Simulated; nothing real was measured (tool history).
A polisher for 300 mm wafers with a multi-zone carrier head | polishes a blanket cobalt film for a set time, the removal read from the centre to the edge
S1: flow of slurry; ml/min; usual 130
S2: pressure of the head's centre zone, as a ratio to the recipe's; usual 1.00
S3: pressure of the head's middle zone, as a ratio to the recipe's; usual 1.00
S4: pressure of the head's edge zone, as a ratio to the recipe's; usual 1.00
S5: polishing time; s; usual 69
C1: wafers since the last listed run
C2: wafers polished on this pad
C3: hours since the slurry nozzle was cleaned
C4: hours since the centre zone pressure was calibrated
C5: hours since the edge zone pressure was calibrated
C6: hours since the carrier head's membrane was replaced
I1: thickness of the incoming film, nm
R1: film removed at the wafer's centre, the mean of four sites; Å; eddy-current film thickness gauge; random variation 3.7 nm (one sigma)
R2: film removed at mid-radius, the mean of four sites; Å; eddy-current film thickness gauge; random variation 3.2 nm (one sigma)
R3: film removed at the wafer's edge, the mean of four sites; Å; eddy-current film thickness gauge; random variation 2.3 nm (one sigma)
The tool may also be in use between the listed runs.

run 1 day=0.000 | S1=130 S2=1.00 S3=0.89 S4=0.95 S5=69 | C1=0 C2=728 C3=332.1 C4=1232.4 C5=110.5 C6=1390.7 | I1=828.1 | R1=3095 R2=2822 R3=2947
run 2 day=0.617 | S1=130 S2=1.00 S3=1.00 S4=1.00 S5=76 | C1=104 C2=833 C3=346.9 C4=1247.2 C5=125.3 C6=1405.5 | I1=817.4 | R1=3305 R2=3367 R3=3309
-- day=1.142 carrier head's membrane replaced by a new one
run 3 day=1.467 | S1=130 S2=1.00 S3=1.10 S4=1.00 S5=69 | C1=108 C2=942 C3=367.3 C4=1267.6 C5=145.7 C6=7.8 | I1=824.3 | R1=3063 R2=3308 R3=3051
run 4 day=2.800 | S1=130 S2=1.00 S3=1.00 S4=1.00 S5=69 | C1=226 C2=1168 C3=399.3 C4=1299.6 C5=177.7 C6=39.8 | I1=816.0 | R1=3025 R2=2995 R3=3006
-- day=3.692 centre zone pressure recalibrated
run 5 day=3.954 | S1=130 S2=1.00 S3=1.00 S4=1.00 S5=69 | C1=181 C2=1350 C3=427.0 C4=6.3 C5=205.4 C6=67.5 | I1=828.9 | R1=2947 R2=3002 R3=2995
run 6 day=5.067 | S1=130 S2=1.00 S3=1.00 S4=0.94 S5=69 | C1=188 C2=1538 C3=453.7 C4=33.0 C5=232.1 C6=94.2 | I1=830.7 | R1=3036 R2=2963 R3=2904
run 7 day=5.621 | S1=130 S2=1.00 S3=1.00 S4=1.00 S5=49 | C1=94 C2=1632 C3=467.0 C4=46.3 C5=245.4 C6=107.5 | I1=827.4 | R1=2096 R2=2132 R3=2094
run 8 day=6.271 | S1=130 S2=1.00 S3=1.00 S4=1.00 S5=69 | C1=110 C2=1743 C3=482.6 C4=61.9 C5=261.0 C6=123.1 | I1=827.7 | R1=3025 R2=2979 R3=3000
-- day=6.517 slurry nozzle cleaned
-- day=7.925 worn pad replaced by a new one
run 9 day=9.929 | S1=130 S2=1.00 S3=1.00 S4=0.93 S5=69 | C1=585 C2=340 C3=81.9 C4=149.7 C5=348.8 C6=210.9 | I1=836.7 | R1=3077 R2=3103 R3=3022
run 10 day=10.858 | S1=130 S2=1.00 S3=1.00 S4=1.00 S5=49 | C1=157 C2=498 C3=104.2 C4=172.0 C5=371.1 C6=233.2 | I1=826.4 | R1=2173 R2=2213 R3=2198
run 11 day=11.967 | S1=130 S2=1.00 S3=0.96 S4=0.97 S5=93 | C1=188 C2=686 C3=130.8 C4=198.6 C5=397.7 C6=259.8 | I1=831.4 | R1=4069 R2=3957 R3=4114
run 12 day=12.904 | S1=130 S2=0.93 S3=1.09 S4=1.00 S5=84 | C1=159 C2=845 C3=153.3 C4=221.1 C5=420.2 C6=282.3 | I1=822.9 | R1=3504 R2=3970 R3=3678
run 13 day=15.846 | S1=130 S2=1.00 S3=1.00 S4=1.00 S5=69 | C1=499 C2=1344 C3=223.9 C4=291.7 C5=490.8 C6=352.9 | I1=828.8 | R1=2966 R2=3049 R3=2966
run 14 day=17.204 | S1=130 S2=1.08 S3=1.00 S4=1.07 S5=69 | C1=230 C2=1575 C3=256.5 C4=324.3 C5=523.4 C6=385.5 | I1=838.6 | R1=3147 R2=2967 R3=3114
run 15 day=18.525 | S1=105 S2=1.00 S3=1.00 S4=1.00 S5=69 | C1=224 C2=1799 C3=288.2 C4=356.0 C5=555.1 C6=417.2 | I1=846.7 | R1=2791 R2=2868 R3=2898
run 16 day=19.096 | S1=130 S2=1.00 S3=1.00 S4=1.00 S5=69 | C1=96 C2=1896 C3=301.9 C4=369.7 C5=568.8 C6=430.9 | I1=831.9 | R1=3052 R2=2966 R3=2981
-- day=19.633 worn pad replaced by a new one
run 17 day=20.133 | S1=130 S2=1.00 S3=0.96 S4=1.00 S5=69 | C1=147 C2=84 C3=326.8 C4=394.6 C5=593.7 C6=455.8 | I1=826.7 | R1=3150 R2=3109 R3=3188
run 18 day=21.117 | S1=130 S2=0.97 S3=0.92 S4=0.91 S5=69 | C1=166 C2=251 C3=350.4 C4=418.2 C5=617.3 C6=479.4 | I1=824.9 | R1=3080 R2=2947 R3=3043
run 19 day=24.958 | S1=130 S2=1.07 S3=0.91 S4=1.00 S5=69 | C1=652 C2=903 C3=442.6 C4=510.4 C5=709.5 C6=571.6 | I1=823.3 | R1=3139 R2=2859 R3=3006
run 20 day=25.558 | S1=130 S2=0.91 S3=0.91 S4=1.00 S5=69 | C1=101 C2=1005 C3=457.0 C4=524.8 C5=723.9 C6=586.0 | I1=828.1 | R1=2838 R2=2777 R3=3005
-- day=29.496 slurry nozzle cleaned
run 21 day=29.533 | S1=165 S2=0.91 S3=1.00 S4=1.00 S5=69 | C1=667 C2=1673 C3=0.9 C4=620.2 C5=819.3 C6=681.4 | I1=844.6 | R1=2882 R2=3153 R3=3051
run 22 day=30.229 | S1=130 S2=1.06 S3=1.05 S4=1.00 S5=88 | C1=118 C2=1791 C3=17.6 C4=636.9 C5=836.0 C6=698.1 | I1=825.2 | R1=4016 R2=3984 R3=3762

The same runs without the tool's hidden state, with the same run-to-run variation:
The hidden state here: removal rate lost through wear of the pad, %; slurry flow missing at the pad, %; deviation of the centre zone's pressure from its setpoint, %; deviation of the edge zone's pressure from its setpoint, %.
run=1 R1=3307 R2=3016 R3=3149
run=2 R1=3547 R2=3614 R3=3551
run=3 R1=3303 R2=3568 R3=3291
run=4 R1=3281 R2=3249 R3=3261
run=5 R1=3208 R2=3268 R3=3260
run=6 R1=3314 R2=3234 R3=3170
run=7 R1=2290 R2=2330 R3=2288
run=8 R1=3309 R2=3259 R3=3281
run=9 R1=3207 R2=3234 R3=3150
run=10 R1=2292 R2=2333 R3=2318
run=11 R1=4336 R2=4217 R3=4384
run=12 R1=3759 R2=4260 R3=3946
run=13 R1=3224 R2=3314 R3=3225
run=14 R1=3432 R2=3236 R3=3397
run=15 R1=3051 R2=3135 R3=3168
run=16 R1=3339 R2=3245 R3=3261
run=17 R1=3211 R2=3169 R3=3249
run=18 R1=3196 R2=3058 R3=3157
run=19 R1=3386 R2=3084 R3=3242
run=20 R1=3071 R2=3005 R3=3252
run=21 R1=3157 R2=3454 R3=3343
run=22 R1=4404 R2=4369 R3=4126

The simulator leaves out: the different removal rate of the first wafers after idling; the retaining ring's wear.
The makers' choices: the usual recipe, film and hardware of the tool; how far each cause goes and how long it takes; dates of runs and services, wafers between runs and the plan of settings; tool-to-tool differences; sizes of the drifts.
